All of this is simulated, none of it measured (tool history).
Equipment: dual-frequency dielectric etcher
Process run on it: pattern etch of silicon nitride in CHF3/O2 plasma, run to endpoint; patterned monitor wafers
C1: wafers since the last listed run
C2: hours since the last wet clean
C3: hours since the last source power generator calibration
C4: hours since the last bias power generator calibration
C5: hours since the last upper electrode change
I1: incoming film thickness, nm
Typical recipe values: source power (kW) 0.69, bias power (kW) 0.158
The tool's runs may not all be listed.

run 1 day=0 | source_power_(kW)=0.69 bias_power_(kW)=0.135 | C1=0 C2=387.9 C3=3061.2 C4=4439.1 C5=1836.3 | I1=101.2 | endpoint_time_(s)=67.8
run 2 day=0.696 | source_power_(kW)=0.69 bias_power_(kW)=0.158 | C1=232 C2=404.6 C3=3077.9 C4=4455.8 C5=1853 | I1=99.5 | endpoint_time_(s)=63.3
run 3 day=1.271 | source_power_(kW)=0.69 bias_power_(kW)=0.158 | C1=192 C2=418.4 C3=3091.7 C4=4469.6 C5=1866.8 | I1=100.3 | endpoint_time_(s)=63.1
run 4 day=1.55 | source_power_(kW)=0.69 bias_power_(kW)=0.158 | C1=93 C2=425.1 C3=3098.4 C4=4476.3 C5=1873.5 | I1=100 | endpoint_time_(s)=63.4
run 5 day=1.858 | source_power_(kW)=0.69 bias_power_(kW)=0.158 | C1=102 C2=432.5 C3=3105.8 C4=4483.7 C5=1880.9 | I1=99.6 | endpoint_time_(s)=62.8
run 6 day=2.262 | source_power_(kW)=0.69 bias_power_(kW)=0.158 | C1=134 C2=442.2 C3=3115.5 C4=4493.4 C5=1890.6 | I1=99 | endpoint_time_(s)=62.5
run 7 day=2.938 | source_power_(kW)=0.69 bias_power_(kW)=0.158 | C1=225 C2=458.4 C3=3131.7 C4=4509.6 C5=1906.8 | I1=99.9 | endpoint_time_(s)=62.7
run 8 day=3.325 | source_power_(kW)=0.69 bias_power_(kW)=0.158 | C1=129 C2=467.7 C3=3141 C4=4518.9 C5=1916.1 | I1=100.6 | endpoint_time_(s)=63
run 9 day=3.758 | source_power_(kW)=0.69 bias_power_(kW)=0.158 | C1=144 C2=478.1 C3=3151.4 C4=4529.3 C5=1926.5 | I1=100.3 | endpoint_time_(s)=62.8
run 10 day=4.442 | source_power_(kW)=0.69 bias_power_(kW)=0.158 | C1=228 C2=494.5 C3=3167.8 C4=4545.7 C5=1942.9 | I1=100 | endpoint_time_(s)=63.4
run 11 day=4.75 | source_power_(kW)=0.69 bias_power_(kW)=0.158 | C1=102 C2=501.9 C3=3175.2 C4=4553.1 C5=1950.3 | I1=101.1 | endpoint_time_(s)=63.8
run 12 day=5.246 | source_power_(kW)=0.69 bias_power_(kW)=0.158 | C1=165 C2=513.8 C3=3187.1 C4=4565 C5=1962.2 | I1=100.4 | endpoint_time_(s)=63.3
-- day=5.521 source power generator calibrated
-- day=6.312 upper electrode replaced
-- day=6.846 wet clean of the chamber
run 13 day=6.867 | source_power_(kW)=0.69 bias_power_(kW)=0.158 | C1=44 C2=0.5 C3=32.3 C4=4603.9 C5=13.3 | I1=99.7 | endpoint_time_(s)=65.6
run 14 day=7.304 | source_power_(kW)=0.69 bias_power_(kW)=0.123 | C1=146 C2=11 C3=42.8 C4=4614.4 C5=23.8 | I1=101.4 | endpoint_time_(s)=72.9
-- day=8.088 bias power generator calibrated
run 15 day=8.108 | source_power_(kW)=0.81 bias_power_(kW)=0.12 | C1=212 C2=30.3 C3=62.1 C4=0.5 C5=43.1 | I1=99.1 | endpoint_time_(s)=66.3

What will run 16 give?
run 16 day=8.4 | source_power_(kW)=0.78 bias_power_(kW)=0.169 | C1=97 C2=37.3 C3=69.1 C4=7.5 C5=50.1 | I1=100.7 | endpoint_time_(s)=?

Run 16 gave endpoint time (s) 60.5.
The same run, on a tool lacking any hidden state, would have yielded endpoint time (s) 60.8.
